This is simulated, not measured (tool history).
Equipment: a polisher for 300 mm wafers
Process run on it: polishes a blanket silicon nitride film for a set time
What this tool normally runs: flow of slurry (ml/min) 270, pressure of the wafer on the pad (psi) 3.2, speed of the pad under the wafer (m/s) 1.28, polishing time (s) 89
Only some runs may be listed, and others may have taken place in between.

run	hour	flow of slurry (ml/min)	pressure of the wafer on the pad (psi)	speed of the pad under the wafer (m/s)	polishing time (s)	incoming thickness of the incoming film, nm	film removed (angstrom)
1	0	295	3.2	1.28	89	833	1625
2	102.5	295	3.2	1.28	89	842.7	1640
3	197.7	270	3.2	1.28	89	818.9	1631
4	241.7	270	3.2	1.28	89	828.6	1594
# hour 274.9: worn pad replaced by a new one
5	329.6	270	3.2	1.28	89	819.3	1586
# hour 397.2: head pressure recalibrated
6	397.7	270	3.2	1.28	89	819.5	1699
7	470.6	270	3.2	1.28	89	837.1	1693
# hour 504.8: worn pad replaced by a new one
8	535.3	270	3.2	1.28	89	840.1	1709
# hour 578.7: slurry nozzle cleaned
9	596.1	295	3.2	1.28	89	821.1	1690
10	654.4	270	3.2	1.28	89	836.9	1685
11	716.1	190	2.4	1.1	110	831.9	1497
# hour 747.4: worn pad replaced by a new one
12	797.7	270	4	1.28	89	840.4	1884
13	886.3	270	3.2	1.12	116	841.3	1907
14	978.6	315	4.2	1.52	105	838.6	2662
# hour 1021.7: worn pad replaced by a new one
15	1067.1	355	3.6	0.86	67	819.3	970
16	1282.8	270	4.3	1.28	89	830.5	1906

Below are 3 alternative next runs, each starting from the tool's condition after run 16. Predict each:
A	1283.2	270	3.2	1.28	89	836.5	?
B	1283.2	270	3.2	1.5	102	836.5	?
C	1283.2	200	3.2	1.28	89	836.5	?

run	film removed (angstrom)
A	1586
B	2063
C	1551
Stripped of hidden state, with their random variation kept, the same runs would have yielded:
run	film removed (angstrom)
A	1707
B	2221
C	1670

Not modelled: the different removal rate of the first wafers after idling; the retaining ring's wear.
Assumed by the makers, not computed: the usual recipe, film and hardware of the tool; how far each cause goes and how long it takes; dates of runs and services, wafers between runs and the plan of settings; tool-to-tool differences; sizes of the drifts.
